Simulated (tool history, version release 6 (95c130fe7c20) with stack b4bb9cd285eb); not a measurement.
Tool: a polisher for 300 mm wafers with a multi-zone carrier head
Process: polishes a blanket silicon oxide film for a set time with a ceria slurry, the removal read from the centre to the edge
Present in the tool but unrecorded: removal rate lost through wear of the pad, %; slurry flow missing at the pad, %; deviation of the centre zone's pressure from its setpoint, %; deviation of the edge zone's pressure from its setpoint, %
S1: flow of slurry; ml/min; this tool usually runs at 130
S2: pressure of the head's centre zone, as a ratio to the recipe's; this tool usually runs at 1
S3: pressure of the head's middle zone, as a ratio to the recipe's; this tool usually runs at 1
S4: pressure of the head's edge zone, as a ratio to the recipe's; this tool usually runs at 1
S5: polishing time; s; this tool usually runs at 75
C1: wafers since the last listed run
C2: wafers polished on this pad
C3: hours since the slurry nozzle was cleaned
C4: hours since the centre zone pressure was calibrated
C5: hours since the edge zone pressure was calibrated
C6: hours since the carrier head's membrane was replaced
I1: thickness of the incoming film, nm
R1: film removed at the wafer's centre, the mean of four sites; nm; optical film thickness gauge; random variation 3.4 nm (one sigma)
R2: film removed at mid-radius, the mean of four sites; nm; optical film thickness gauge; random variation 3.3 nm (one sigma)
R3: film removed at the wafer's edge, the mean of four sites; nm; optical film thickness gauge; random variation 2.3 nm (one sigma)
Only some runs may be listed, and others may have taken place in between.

run 1 hour=0 | S1=130 S2=1 S3=1 S4=1 S5=89 | C1=0 C2=807 C3=474.5 C4=928.3 C5=385.4 C6=271.1 | I1=1753.6 | R1=371.2 R2=347.3 R3=373.9
-- hour=10.2 worn pad replaced by a new one
run 2 hour=35.9 | S1=150 S2=1 S3=1 S4=1 S5=75 | C1=374 C2=302 C3=510.4 C4=964.2 C5=421.3 C6=307 | I1=1752.8 | R1=346.8 R2=323.8 R3=344.5
run 3 hour=62.1 | S1=150 S2=1 S3=1 S4=1 S5=75 | C1=307 C2=609 C3=536.6 C4=990.4 C5=447.5 C6=333.2 | I1=1734.6 | R1=330.1 R2=306.5 R3=328.4
run 4 hour=87.3 | S1=150 S2=1 S3=1 S4=1 S5=75 | C1=295 C2=905 C3=561.8 C4=1015.6 C5=472.7 C6=358.4 | I1=1742.3 | R1=316.1 R2=298.2 R3=315.1
-- hour=102.8 worn pad replaced by a new one
run 5 hour=103.3 | S1=130 S2=1 S3=1.06 S4=1 S5=75 | C1=140 C2=5 C3=577.8 C4=1031.6 C5=488.7 C6=374.4 | I1=1736 | R1=337.9 R2=336 R3=339.4
run 6 hour=118.5 | S1=130 S2=1 S3=1.06 S4=1 S5=75 | C1=178 C2=184 C3=593 C4=1046.8 C5=503.9 C6=389.6 | I1=1729.8 | R1=331.8 R2=329.2 R3=337.2
run 7 hour=140.1 | S1=130 S2=1 S3=1.06 S4=1 S5=75 | C1=253 C2=437 C3=614.6 C4=1068.4 C5=525.5 C6=411.2 | I1=1746.3 | R1=320.4 R2=316.3 R3=323.6
-- hour=166.3 slurry nozzle cleaned
run 8 hour=166.8 | S1=130 S2=0.93 S3=1 S4=1 S5=100 | C1=301 C2=739 C3=0.5 C4=1095.1 C5=552.2 C6=437.9 | I1=1722.4 | R1=423.3 R2=427 R3=441.8
-- hour=175.6 centre zone pressure recalibrated
run 9 hour=182.4 | S1=130 S2=0.91 S3=1.11 S4=1 S5=75 | C1=159 C2=898 C3=16.1 C4=6.8 C5=567.8 C6=453.5 | I1=1733.8 | R1=303.3 R2=341.8 R3=320.1
-- hour=190.6 edge zone pressure recalibrated
-- hour=194.1 worn pad replaced by a new one
run 10 hour=197.7 | S1=130 S2=1 S3=1 S4=1 S5=75 | C1=114 C2=41 C3=31.4 C4=22.1 C5=7.1 C6=468.8 | I1=1753 | R1=359.3 R2=331.7 R3=353.7
-- hour=205.8 carrier head's membrane replaced by a new one
run 11 hour=219.9 | S1=130 S2=1 S3=1 S4=1 S5=75 | C1=201 C2=243 C3=53.6 C4=44.3 C5=29.3 C6=14.1 | I1=1721.3 | R1=346.3 R2=323.9 R3=340.9
run 12 hour=234.7 | S1=160 S2=1 S3=1.06 S4=1 S5=96 | C1=173 C2=417 C3=68.4 C4=59.1 C5=44.1 C6=28.9 | I1=1729.1 | R1=452.9 R2=438.7 R3=430.2
run 13 hour=257.3 | S1=130 S2=0.94 S3=1 S4=0.89 S5=75 | C1=265 C2=682 C3=91 C4=81.7 C5=66.7 C6=51.5 | I1=1739.9 | R1=311.4 R2=308.9 R3=307.3
-- hour=269.6 worn pad replaced by a new one
run 14 hour=273.5 | S1=130 S2=1 S3=0.96 S4=1 S5=75 | C1=143 C2=46 C3=107.2 C4=97.9 C5=82.9 C6=67.7 | I1=1742.1 | R1=356.5 R2=323.4 R3=358

4 options for the next run, each taken on its own from the tool as it stands now. Forecast them:
run A hour=273.9 | S1=130 S2=1 S3=1 S4=1 S5=75 | C1=4 C2=50 C3=107.6 C4=98.3 C5=83.3 C6=68.1 | I1=1731.7 | R1=? R2=? R3=?
run B hour=273.9 | S1=130 S2=1 S3=1 S4=1.05 S5=75 | C1=4 C2=50 C3=107.6 C4=98.3 C5=83.3 C6=68.1 | I1=1731.7 | R1=? R2=? R3=?
run C hour=273.9 | S1=145 S2=0.91 S3=1 S4=0.94 S5=58 | C1=4 C2=50 C3=107.6 C4=98.3 C5=83.3 C6=68.1 | I1=1731.7 | R1=? R2=? R3=?
run D hour=273.9 | S1=130 S2=1 S3=1.04 S4=1.06 S5=75 | C1=4 C2=50 C3=107.6 C4=98.3 C5=83.3 C6=68.1 | I1=1731.7 | R1=? R2=? R3=?

run=A R1=360.5 R2=333.5 R3=351.8
run=B R1=360.5 R2=333.4 R3=360.3
run=C R1=262.2 R2=263.4 R3=268.1
run=D R1=360.6 R2=344.7 R3=361.8
What these runs would have given with no unlogged condition in the tool:
run=A R1=371.5 R2=343 R3=360.4
run=B R1=371.5 R2=342.9 R3=369.1
run=C R1=269.8 R2=270.6 R3=274.4
run=D R1=371.6 R2=354.5 R3=370.6
